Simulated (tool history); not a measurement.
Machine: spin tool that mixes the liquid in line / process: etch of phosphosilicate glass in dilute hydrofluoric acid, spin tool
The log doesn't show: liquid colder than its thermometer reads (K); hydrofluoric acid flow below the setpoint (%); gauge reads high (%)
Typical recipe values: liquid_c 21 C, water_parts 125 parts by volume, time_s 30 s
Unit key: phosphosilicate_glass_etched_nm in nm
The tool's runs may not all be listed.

run     day  liquid_c  water_parts  time_s  wafers since the last listed run  hours since the thermometer was replaced  hours since the hydrofluoric acid flow meter was replaced  hours since the gauge calibration  read-back film thickness of the phosphosilicate glass reference wafer, read on the same gauge (nm)  phosphosilicate_glass_etched_nm
  1       0        20          125      30                                 0                                    1878.1                                                      729.4                              256.9                                                                                                  30                            32.66
  2   1.375        20          125      30                               345                                    1911.1                                                      762.4                              289.9                                                                                               30.03                            32.36
  3   2.038        20          125      30                               166                                      1927                                                      778.3                              305.8                                                                                               30.03                            32.47
  4   3.246        23          125      30                               303                                      1956                                                      807.3                              334.8                                                                                               29.99                            36.81
  5   4.704        23          125      30                               365                                      1991                                                      842.3                              369.8                                                                                                  30                            36.61
  6   6.121        23          125      30                               355                                      2025                                                      876.3                              403.8                                                                                               29.96                            36.54
  7   6.883        21           80      30                               191                                    2043.3                                                      894.6                              422.1                                                                                               30.02                             55.3
  8   7.492        21          150      30                               152                                    2057.9                                                      909.2                              436.7                                                                                               30.03                             27.4
      8.104  -- thermometer replaced
  9   8.304        21          150      30                               193                                       4.8                                                      928.7                              456.2                                                                                               30.01                            29.65
 10   9.629        21          125      20                               332                                      36.6                                                      960.5                                488                                                                                               30.03                            24.07
 11  10.912        21          125      20                               322                                      67.4                                                      991.3                              518.8                                                                                               29.97                            23.98
 12   11.65        21          125      30                               185                                      85.1                                                       1009                              536.5                                                                                               30.01                            36.19
 13  12.183        21          125      30                               133                                      97.9                                                     1021.8                              549.3                                                                                               30.03                            35.91
 14  12.846      24.5          160      50                               166                                     113.8                                                     1037.7                              565.2                                                                                               30.01                            51.68
     13.129  -- gauge calibrated
 15  13.688      17.5          125      30                               211                                       134                                                     1057.9                               13.4                                                                                               29.99                            31.29
 16  14.483      18.5          125      30                               199                                     153.1                                                       1077                               32.5                                                                                               29.98                            32.53
 17  15.742      18.5          165      50                               315                                     183.3                                                     1107.2                               62.7                                                                                               29.99                             39.1
 18  17.196      22.5          125      15                               364                                     218.2                                                     1142.1                               97.6                                                                                                  30                             19.2
 19  18.625        17          160      45                               358                                     252.5                                                     1176.4                              131.9                                                                                               30.01                             34.8
 20  23.038        21          125      30                              1107                                     358.4                                                     1282.3                              237.8                                                                                                  30                            35.62
 21  24.158        21          125      15                               281                                     385.3                                                     1309.2                              264.7                                                                                               29.98                            17.82
 22  25.575        20          125      30                               355                                     419.3                                                     1343.2                              298.7                                                                                                  30                            34.29
 23  26.788        17          155      30                               304                                     448.4                                                     1372.3                              327.8                                                                                                  30                            23.46
 24  27.783        18          100      25                               249                                     472.3                                                     1396.2                              351.7                                                                                               30.05                             33.7
 25  28.588        21          155      25                               201                                     491.6                                                     1415.5                                371                                                                                               30.01                            23.16
 26  29.204        23           75      30                               154                                     506.4                                                     1430.3                              385.8                                                                                               30.02                            68.56
     29.929  -- hydrofluoric acid flow meter replaced
 27  30.617      23.5          185      20                               344                                     540.3                                                       16.5                              419.7                                                                                               30.02                            16.58
 28  31.879        21          125      30                               316                                     570.6                                                       46.8                                450                                                                                               29.99                            35.35
 29  35.579        21          125      30                               928                                     659.4                                                      135.6                              538.8                                                                                               30.02                            35.45
     36.192  -- gauge calibrated
 30   36.45        21          125      30                               218                                     680.3                                                      156.5                                6.2                                                                                               30.02                            35.34
 31  37.238        17          125      30                               197                                     699.2                                                      175.4                               25.1                                                                                               30.01                            29.84
 32   38.35        21          125      40                               279                                     725.9                                                      202.1                               51.8                                                                                               29.95                            46.81
 33  39.479        18           70      15                               283                                       753                                                      229.2                               78.9                                                                                               30.04                             29.5

Hidden state, per run?
hydrofluoric acid flow below the setpoint (%): 0 at every run
gauge reads high (%): 0 at every run
H1: liquid colder than its thermometer reads (K)
run     H1
  1   1.93
  2   1.96
  3   1.98
  4      2
  5   2.03
  6   2.06
  7   2.08
  8   2.09
  9  0.332
 10  0.361
 11  0.388
 12  0.405
 13  0.416
 14  0.431
 15  0.449
 16  0.466
 17  0.494
 18  0.525
 19  0.556
 20  0.652
 21  0.677
 22  0.707
 23  0.734
 24  0.755
 25  0.773
 26  0.786
 27  0.817
 28  0.844
 29  0.925
 30  0.944
 31  0.961
 32  0.985
 33   1.01

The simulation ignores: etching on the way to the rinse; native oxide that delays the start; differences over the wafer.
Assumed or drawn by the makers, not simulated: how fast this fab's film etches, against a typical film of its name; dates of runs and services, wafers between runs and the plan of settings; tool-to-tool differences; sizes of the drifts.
